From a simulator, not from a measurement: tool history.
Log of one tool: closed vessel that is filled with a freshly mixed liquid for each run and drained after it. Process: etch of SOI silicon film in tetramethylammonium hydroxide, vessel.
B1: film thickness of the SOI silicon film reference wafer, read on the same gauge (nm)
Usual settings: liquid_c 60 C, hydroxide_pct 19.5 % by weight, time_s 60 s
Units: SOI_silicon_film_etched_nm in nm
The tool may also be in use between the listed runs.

run 1 hour=0 | liquid_c=60 hydroxide_pct=19.5 time_s=60 | B1=99.98 | SOI_silicon_film_etched_nm=148.35
run 2 hour=41.2 | liquid_c=60 hydroxide_pct=19.5 time_s=60 | B1=99.99 | SOI_silicon_film_etched_nm=148.36
run 3 hour=100 | liquid_c=64 hydroxide_pct=19.5 time_s=60 | B1=100.01 | SOI_silicon_film_etched_nm=189.28
-- hour=119.5 gauge calibrated
run 4 hour=147.8 | liquid_c=64 hydroxide_pct=19.5 time_s=60 | B1=100.07 | SOI_silicon_film_etched_nm=188.93
run 5 hour=187.9 | liquid_c=66 hydroxide_pct=19.5 time_s=80 | B1=100.03 | SOI_silicon_film_etched_nm=284.78
run 6 hour=230.8 | liquid_c=66 hydroxide_pct=19.5 time_s=80 | B1=100.04 | SOI_silicon_film_etched_nm=280.07
run 7 hour=260 | liquid_c=60 hydroxide_pct=19.5 time_s=60 | B1=99.95 | SOI_silicon_film_etched_nm=146
run 8 hour=311.9 | liquid_c=60 hydroxide_pct=19.5 time_s=60 | B1=100 | SOI_silicon_film_etched_nm=145.22
run 9 hour=371.7 | liquid_c=60 hydroxide_pct=19.5 time_s=60 | B1=100.01 | SOI_silicon_film_etched_nm=144.65
run 10 hour=427 | liquid_c=60 hydroxide_pct=19.5 time_s=60 | B1=99.98 | SOI_silicon_film_etched_nm=144.9
-- hour=447.6 hydroxide flow meter replaced
run 11 hour=463.9 | liquid_c=60 hydroxide_pct=19.5 time_s=60 | B1=100.02 | SOI_silicon_film_etched_nm=149.67
run 12 hour=490.3 | liquid_c=60 hydroxide_pct=19.5 time_s=60 | B1=99.98 | SOI_silicon_film_etched_nm=148.48
run 13 hour=523.2 | liquid_c=60 hydroxide_pct=19.5 time_s=60 | B1=100.04 | SOI_silicon_film_etched_nm=147.57
run 14 hour=595 | liquid_c=53 hydroxide_pct=14 time_s=30 | B1=100.01 | SOI_silicon_film_etched_nm=53.88
-- hour=629.4 thermometer replaced
run 15 hour=632.9 | liquid_c=65 hydroxide_pct=13.5 time_s=90 | B1=99.97 | SOI_silicon_film_etched_nm=392.39
run 16 hour=676.1 | liquid_c=60 hydroxide_pct=19.5 time_s=50 | B1=100 | SOI_silicon_film_etched_nm=137.18

The next listed run, before its measurement:
run 17 hour=743 | liquid_c=56 hydroxide_pct=16 time_s=30 | B1=? | SOI_silicon_film_etched_nm=?

B1: 100.01
SOI_silicon_film_etched_nm: 68.66 nm
Without the tool's hidden state the same run would have given SOI_silicon_film_etched_nm 69.87 nm.

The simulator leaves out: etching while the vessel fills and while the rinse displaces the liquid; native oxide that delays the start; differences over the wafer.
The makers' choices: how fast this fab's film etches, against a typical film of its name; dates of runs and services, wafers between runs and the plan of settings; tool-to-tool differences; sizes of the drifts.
